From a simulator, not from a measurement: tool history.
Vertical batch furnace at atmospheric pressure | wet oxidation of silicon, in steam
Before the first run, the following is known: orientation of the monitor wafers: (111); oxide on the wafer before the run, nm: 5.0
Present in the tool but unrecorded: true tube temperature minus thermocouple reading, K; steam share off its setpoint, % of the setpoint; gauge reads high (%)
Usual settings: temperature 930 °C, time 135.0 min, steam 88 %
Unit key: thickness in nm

run,day,temperature,time,steam,wafers since the last listed run,hours since the last temperature calibration,hours since the steam generator was serviced,hours since the gauge calibration,"read-back reference wafer on the same gauge, thickness",thickness
1,0.000,930,135.0,88,0,3531.4,1803.1,990.0,564.54,521.87
2,2.704,930,135.0,88,563,3596.3,1868.0,1054.9,564.47,523.24
3,4.283,930,135.0,88,329,3634.2,1905.9,1092.8,564.48,523.08
4,7.138,930,135.0,88,595,3702.7,1974.4,1161.3,565.59,523.50
5,9.200,930,135.0,88,429,3752.2,2023.9,1210.8,563.92,525.58
# day 9.617: gauge calibrated
6,11.833,930,135.0,88,548,3815.4,2087.1,53.2,564.78,521.72
7,14.112,930,135.0,88,475,3870.1,2141.8,107.9,565.19,525.01
8,15.671,930,135.0,88,324,3907.5,2179.2,145.3,565.30,525.37
9,17.017,930,135.0,88,280,3939.8,2211.5,177.6,564.77,524.22
10,18.233,930,135.0,88,253,3969.0,2240.7,206.8,564.44,526.66
11,20.971,930,135.0,88,570,4034.7,2306.4,272.5,565.25,523.68
12,22.142,930,135.0,88,244,4062.8,2334.5,300.6,565.68,523.93
13,23.925,930,135.0,88,371,4105.6,2377.3,343.4,563.98,522.96
14,25.383,930,135.0,88,304,4140.6,2412.3,378.4,565.42,522.46
15,28.142,930,135.0,88,575,4206.8,2478.5,444.6,563.78,526.55
16,30.133,913,135.0,88,415,4254.6,2526.3,492.4,564.69,467.08
17,31.529,913,135.0,88,291,4288.1,2559.8,525.9,565.84,464.66
18,35.217,930,135.0,88,768,4376.6,2648.3,614.4,563.92,524.98
19,37.450,930,135.0,88,465,4430.2,2701.9,668.0,564.98,523.87
# day 40.738: thermocouples replaced and temperature profile calibrated
# day 43.829: steam generator serviced
20,43.975,938,188.0,85,943,77.7,3.5,824.6,565.24,671.40
21,45.550,930,135.0,88,328,115.5,41.3,862.4,563.91,523.50
22,46.596,930,77.0,77,218,140.6,66.4,887.5,565.06,321.02
23,49.533,930,188.5,88,612,211.1,136.9,958.0,565.39,656.89
24,52.483,930,68.5,97,615,281.9,207.7,1028.8,565.82,348.31
25,53.925,930,135.0,76,300,316.5,242.3,1063.4,564.80,475.00
26,56.783,953,191.0,80,595,385.1,310.9,1132.0,564.17,720.88
27,59.733,915,189.5,97,615,455.9,381.7,1202.8,565.04,635.96
28,62.142,944,195.5,78,502,513.7,439.5,1260.6,566.09,666.49
29,65.108,930,135.0,88,618,584.9,510.7,1331.8,565.95,524.18
# day 65.533: gauge calibrated
30,67.688,953,191.0,80,537,646.8,572.6,51.7,565.02,707.32
31,69.200,914,93.5,92,315,683.1,608.9,88.0,565.03,370.20
32,70.946,930,155.0,88,363,725.0,650.8,129.9,563.97,573.08
33,72.158,930,135.0,88,252,754.1,679.9,159.0,563.99,527.73

What will run 34 give?
34,74.746,930,135.0,88,539,816.2,742.0,221.1,?,?

Logged for run 34: read-back reference wafer on the same gauge, thickness 564.56, thickness 524.79 nm.
The same run, on a tool lacking any hidden state, would have yielded thickness 524.79 nm.
